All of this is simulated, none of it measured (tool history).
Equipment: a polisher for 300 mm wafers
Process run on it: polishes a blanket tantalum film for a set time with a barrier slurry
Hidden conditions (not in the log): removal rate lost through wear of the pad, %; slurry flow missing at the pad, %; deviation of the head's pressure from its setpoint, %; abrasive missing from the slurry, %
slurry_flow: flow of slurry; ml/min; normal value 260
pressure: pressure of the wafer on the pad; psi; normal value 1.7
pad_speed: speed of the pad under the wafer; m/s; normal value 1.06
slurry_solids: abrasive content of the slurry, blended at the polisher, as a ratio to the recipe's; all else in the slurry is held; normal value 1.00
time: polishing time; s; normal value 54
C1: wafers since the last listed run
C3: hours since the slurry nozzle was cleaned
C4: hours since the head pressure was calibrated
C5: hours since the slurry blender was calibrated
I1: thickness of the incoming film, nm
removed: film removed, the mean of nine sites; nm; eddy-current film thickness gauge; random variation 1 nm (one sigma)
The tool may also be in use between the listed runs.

Run 1, hour 0.0: usual settings; C1 0; wafers polished on this pad 381; C3 93.2; C4 324.6; C5 15.0; I1 227.1. Result: removed 68.8 nm.
Run 2, hour 62.7: usual settings; C1 362; wafers polished on this pad 744; C3 155.9; C4 387.3; C5 77.7; I1 229.7. Result: removed 67.2 nm.
Run 3, hour 92.7: usual settings but slurry_solids 1.10; C1 173; wafers polished on this pad 917; C3 185.9; C4 417.3; C5 107.7; I1 228.6. Result: removed 69.5 nm.
At hour 244.8: worn pad replaced by a new one.
Run 4, hour 261.9: usual settings but slurry_solids 1.20; C1 954; wafers polished on this pad 98; C3 355.1; C4 586.5; C5 276.9; I1 229.6. Result: removed 69.0 nm.
At hour 273.4: slurry blender recalibrated.
Run 5, hour 327.9: usual settings but pad_speed 0.84 m/s, slurry_solids 1.20; C1 369; wafers polished on this pad 468; C3 421.1; C4 652.5; C5 54.5; I1 228.8. Result: removed 53.6 nm.
At hour 337.9: slurry nozzle cleaned.
Run 6, hour 359.4: usual settings but pad_speed 0.84 m/s, slurry_solids 1.20; C1 176; wafers polished on this pad 644; C3 21.5; C4 684.0; C5 86.0; I1 230.4. Result: removed 55.1 nm.
Run 7, hour 394.9: usual settings but pad_speed 0.84 m/s, slurry_solids 1.20; C1 205; wafers polished on this pad 849; C3 57.0; C4 719.5; C5 121.5; I1 228.9. Result: removed 54.0 nm.
Run 8, hour 419.9: usual settings but time 63 s; C1 144; wafers polished on this pad 993; C3 82.0; C4 744.5; C5 146.5; I1 230.0. Result: removed 73.6 nm.
Run 9, hour 473.8: usual settings but time 63 s; C1 311; wafers polished on this pad 1305; C3 135.9; C4 798.4; C5 200.4; I1 230.4. Result: removed 77.2 nm.
At hour 520.9: worn pad replaced by a new one.
Run 10, hour 525.2: usual settings but time 63 s; C1 273; wafers polished on this pad 25; C3 187.3; C4 849.8; C5 251.8; I1 228.9. Result: removed 77.0 nm.
Run 11, hour 559.5: usual settings but pressure 1.8 psi; C1 198; wafers polished on this pad 223; C3 221.6; C4 884.1; C5 286.1; I1 229.2. Result: removed 68.7 nm.
At hour 592.9: slurry blender recalibrated.
Run 12, hour 603.8: usual settings but pressure 1.8 psi; C1 244; wafers polished on this pad 467; C3 265.9; C4 928.4; C5 10.9; I1 232.8. Result: removed 66.4 nm.
Run 13, hour 662.3: usual settings but slurry_solids 0.95; C1 337; wafers polished on this pad 805; C3 324.4; C4 986.9; C5 69.4; I1 231.3. Result: removed 64.1 nm.
At hour 681.4: slurry nozzle cleaned.
Run 14, hour 731.0: usual settings but slurry_solids 0.95; C1 391; wafers polished on this pad 1196; C3 49.6; C4 1055.6; C5 138.1; I1 231.1. Result: removed 62.7 nm.
At hour 773.9: worn pad replaced by a new one, of another model than before.
Run 15, hour 800.4: usual settings but slurry_solids 0.95; C1 377; wafers polished on this pad 153; C3 119.0; C4 1125.0; C5 207.5; I1 226.9. Result: removed 64.3 nm.
Run 16, hour 825.2: usual settings but pad_speed 1.20 m/s, slurry_solids 0.90; C1 143; wafers polished on this pad 296; C3 143.8; C4 1149.8; C5 232.3; I1 231.9. Result: removed 68.4 nm.
Run 17, hour 850.8: usual settings but slurry_flow 185 ml/min, pressure 1.4 psi, slurry_solids 1.30; C1 147; wafers polished on this pad 444; C3 169.4; C4 1175.4; C5 257.9; I1 233.8. Result: removed 57.4 nm.
At hour 893.7: slurry blender recalibrated.
At hour 910.5: head pressure recalibrated.
Run 18, hour 915.0: usual settings but pad_speed 1.36 m/s, slurry_solids 1.10, time 36 s; C1 347; wafers polished on this pad 792; C3 233.6; C4 4.5; C5 21.3; I1 233.3. Result: removed 56.2 nm.
Run 19, hour 977.4: usual settings but pad_speed 1.22 m/s; C1 360; wafers polished on this pad 1152; C3 296.0; C4 66.9; C5 83.7; I1 230.0. Result: removed 74.2 nm.
At hour 1023.9: worn pad replaced by a new one.
Run 20, hour 1032.0: usual settings; C1 292; wafers polished on this pad 46; C3 350.6; C4 121.5; C5 138.3; I1 234.0. Result: removed 70.2 nm.
Run 21, hour 1056.2: usual settings; C1 139; wafers polished on this pad 186; C3 374.8; C4 145.7; C5 162.5; I1 229.9. Result: removed 70.6 nm.
Run 22, hour 1096.0: usual settings but slurry_flow 185 ml/min, pressure 1.9 psi; C1 229; wafers polished on this pad 416; C3 414.6; C4 185.5; C5 202.3; I1 230.6. Result: removed 69.3 nm.
At hour 1129.8: slurry nozzle cleaned.
Run 23, hour 1150.0: usual settings but pad_speed 1.18 m/s; C1 306; wafers polished on this pad 722; C3 20.2; C4 239.5; C5 256.3; I1 230.2. Result: removed 74.7 nm.
Run 24, hour 1212.6: usual settings but pressure 2.1 psi, slurry_solids 1.25; C1 361; wafers polished on this pad 1084; C3 82.8; C4 302.1; C5 318.9; I1 230.8. Result: removed 82.9 nm.
At hour 1221.1: slurry blender recalibrated.
Run 25, hour 1260.0: usual settings; C1 262; wafers polished on this pad 1346; C3 130.2; C4 349.5; C5 38.9; I1 229.3. Result: removed 69.4 nm.
At hour 1288.7: worn pad replaced by a new one.
Run 26, hour 1297.5: usual settings but slurry_flow 200 ml/min, pressure 1.9 psi, pad_speed 1.18 m/s, slurry_solids 0.75; C1 193; wafers polished on this pad 51; C3 167.7; C4 387.0; C5 76.4; I1 228.4. Result: removed 67.1 nm.
Run 27, hour 1331.0: usual settings but slurry_flow 225 ml/min, time 38 s; C1 193; wafers polished on this pad 244; C3 201.2; C4 420.5; C5 109.9; I1 232.9. Result: removed 47.1 nm.
Run 28, hour 1396.4: usual settings but slurry_flow 200 ml/min, pressure 2.3 psi, slurry_solids 0.85, time 39 s; C1 377; wafers polished on this pad 622; C3 266.6; C4 485.9; C5 175.3; I1 230.1. Result: removed 53.8 nm.
Run 29, hour 1450.9: usual settings; C1 314; wafers polished on this pad 937; C3 321.1; C4 540.4; C5 229.8; I1 225.3. Result: removed 68.3 nm.

What the log doesn't show, run by run:
removal rate lost through wear of the pad, %: 0 across all the runs
slurry flow missing at the pad, %: 0 across all the runs
abrasive missing from the slurry, %: 0 across all the runs
H1: deviation of the head's pressure from its setpoint, %
run      H1
  1   -2.82
  2   -3.43
  3   -3.71
  4   -5.35
  5   -5.98
  6   -6.29
  7   -6.63
  8   -6.87
  9   -7.39
 10   -7.89
 11   -8.22
 12   -8.64
 13   -9.21
 14   -9.87
 15   -10.5
 16   -10.8
 17     -11
 18    1.76
 19    1.16
 20   0.631
 21   0.398
 22  0.0143
 23  -0.506
 24   -1.11
 25   -1.57
 26   -1.93
 27   -2.25
 28   -2.88
 29   -3.41
